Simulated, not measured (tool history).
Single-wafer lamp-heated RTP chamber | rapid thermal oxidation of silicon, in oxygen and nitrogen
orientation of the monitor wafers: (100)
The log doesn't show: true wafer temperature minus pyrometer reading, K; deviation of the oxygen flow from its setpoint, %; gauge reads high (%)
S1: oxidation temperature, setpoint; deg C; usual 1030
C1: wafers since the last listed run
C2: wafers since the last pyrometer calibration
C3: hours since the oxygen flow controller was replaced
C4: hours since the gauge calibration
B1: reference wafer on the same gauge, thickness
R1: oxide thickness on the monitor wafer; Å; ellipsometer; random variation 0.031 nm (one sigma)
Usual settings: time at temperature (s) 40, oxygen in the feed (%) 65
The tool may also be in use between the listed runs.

Run 1, hour 0: usual settings; C1 0; C2 3880; C3 3515.1; C4 609.3; B1 6.329. Result: R1 54.87 Å.
Run 2, hour 67: usual settings but S1 1021 deg C; C1 538; C2 4419; C3 3582.1; C4 676.3; B1 6.35. Result: R1 51.56 Å.
Run 3, hour 114.8: usual settings but S1 1021 deg C; C1 384; C2 4803; C3 3629.9; C4 724.1; B1 6.345. Result: R1 51.31 Å.
Run 4, hour 151.1: usual settings but S1 1021 deg C; C1 291; C2 5095; C3 3666.2; C4 760.4; B1 6.358. Result: R1 51.42 Å.
Run 5, hour 221.9: usual settings but oxygen in the feed (%) 45; C1 569; C2 5665; C3 3737; C4 831.2; B1 6.352. Result: R1 47.87 Å.
Run 6, hour 257.9: usual settings but oxygen in the feed (%) 45; C1 289; C2 5954; C3 3773; C4 867.2; B1 6.355. Result: R1 48.76 Å.
Run 7, hour 305.1: usual settings but oxygen in the feed (%) 42; C1 379; C2 6334; C3 3820.2; C4 914.4; B1 6.371. Result: R1 47.56 Å.
Run 8, hour 374: usual settings but oxygen in the feed (%) 42; C1 554; C2 6888; C3 3889.1; C4 983.3; B1 6.364. Result: R1 47.01 Å.
At hour 387.6: pyrometer window cleaned and pyrometer calibrated.
Run 9, hour 419.2: usual settings but S1 1016 deg C; C1 299; C2 254; C3 3934.3; C4 1028.5; B1 6.369. Result: R1 49.64 Å.
At hour 519.3: oxygen flow controller replaced.
Run 10, hour 547.2: usual settings; C1 965; C2 1219; C3 27.9; C4 1156.5; B1 6.377. Result: R1 55.19 Å.
Run 11, hour 609.5: usual settings; C1 501; C2 1720; C3 90.2; C4 1218.8; B1 6.377. Result: R1 55.06 Å.
Run 12, hour 634.9: usual settings; C1 204; C2 1924; C3 115.6; C4 1244.2; B1 6.373. Result: R1 55.14 Å.
Run 13, hour 687.5: usual settings but time at temperature (s) 28, oxygen in the feed (%) 77; C1 423; C2 2347; C3 168.2; C4 1296.8; B1 6.382. Result: R1 50.14 Å.
Run 14, hour 722: usual settings but time at temperature (s) 28, oxygen in the feed (%) 77; C1 277; C2 2625; C3 202.7; C4 1331.3; B1 6.382. Result: R1 50.18 Å.
Run 15, hour 764.9: usual settings; C1 345; C2 2970; C3 245.6; C4 1374.2; B1 6.378. Result: R1 54.99 Å.
Run 16, hour 824.6: usual settings but S1 1012 deg C; C1 480; C2 3450; C3 305.3; C4 1433.9; B1 6.381. Result: R1 48.78 Å.
Run 17, hour 861: usual settings but S1 1015 deg C, time at temperature (s) 33, oxygen in the feed (%) 47; C1 292; C2 3742; C3 341.7; C4 1470.3; B1 6.39. Result: R1 41.05 Å.
Run 18, hour 920.3: usual settings but time at temperature (s) 45; C1 476; C2 4219; C3 401; C4 1529.6; B1 6.379. Result: R1 58.26 Å.
At hour 1057.7: gauge calibrated.
Run 19, hour 1110.4: usual settings but S1 1053 deg C, time at temperature (s) 34; C1 1528; C2 5748; C3 591.1; C4 52.7; B1 6.228. Result: R1 58.31 Å.
Run 20, hour 1173.2: usual settings but S1 1057 deg C, time at temperature (s) 20, oxygen in the feed (%) 44; C1 505; C2 6253; C3 653.9; C4 115.5; B1 6.25. Result: R1 42.78 Å.
At hour 1202.1: pyrometer window cleaned and pyrometer calibrated.
Run 21, hour 1240.3: usual settings but S1 1020 deg C; C1 475; C2 307; C3 721; C4 182.6; B1 6.27. Result: R1 50.54 Å.
Run 22, hour 1284.9: usual settings; C1 358; C2 666; C3 765.6; C4 227.2; B1 6.281. Result: R1 53.86 Å.
Run 23, hour 1340.4: usual settings; C1 446; C2 1112; C3 821.1; C4 282.7; B1 6.28. Result: R1 54.55 Å.
Run 24, hour 1403.3: usual settings but S1 1060 deg C, time at temperature (s) 60, oxygen in the feed (%) 50; C1 505; C2 1618; C3 884; C4 345.6; B1 6.301. Result: R1 72.33 Å.
Run 25, hour 1437.7: usual settings; C1 276; C2 1895; C3 918.4; C4 380; B1 6.302. Result: R1 54.1 Å.
Run 26, hour 1494: usual settings; C1 452; C2 2347; C3 974.7; C4 436.3; B1 6.308. Result: R1 54.63 Å.
Run 27, hour 1527.1: usual settings but S1 1007 deg C, time at temperature (s) 50; C1 266; C2 2614; C3 1007.8; C4 469.4; B1 6.318. Result: R1 51.1 Å.
Run 28, hour 1585.1: usual settings but oxygen in the feed (%) 84; C1 466; C2 3080; C3 1065.8; C4 527.4; B1 6.323. Result: R1 59.77 Å.

Some steps in R1 between neighbouring runs. How much of each would the tool show without its hidden state too (settings, what came in, random variation), and how much is left for the hidden state, with any gauge scatter that isn't in both results?
Run 17 -> 18: S1 1015 -> 1030, time at temperature (s) 33 -> 45, oxygen in the feed (%) 47 -> 65. R1 +17.21 Å: hidden state +0.45, all else +16.76.
Run 18 -> 19: S1 1030 -> 1053, time at temperature (s) 45 -> 34, gauge calibrated. R1 +0.05 Å: hidden state -1.36, all else +1.41.
Run 23 -> 24: S1 1030 -> 1060, time at temperature (s) 40 -> 60, oxygen in the feed (%) 65 -> 50. R1 +17.78 Å: hidden state +0.3, all else +17.48.
Run 24 -> 25: S1 1060 -> 1030, time at temperature (s) 60 -> 40, oxygen in the feed (%) 50 -> 65. R1 -18.23 Å: hidden state -0.18, all else -18.05.
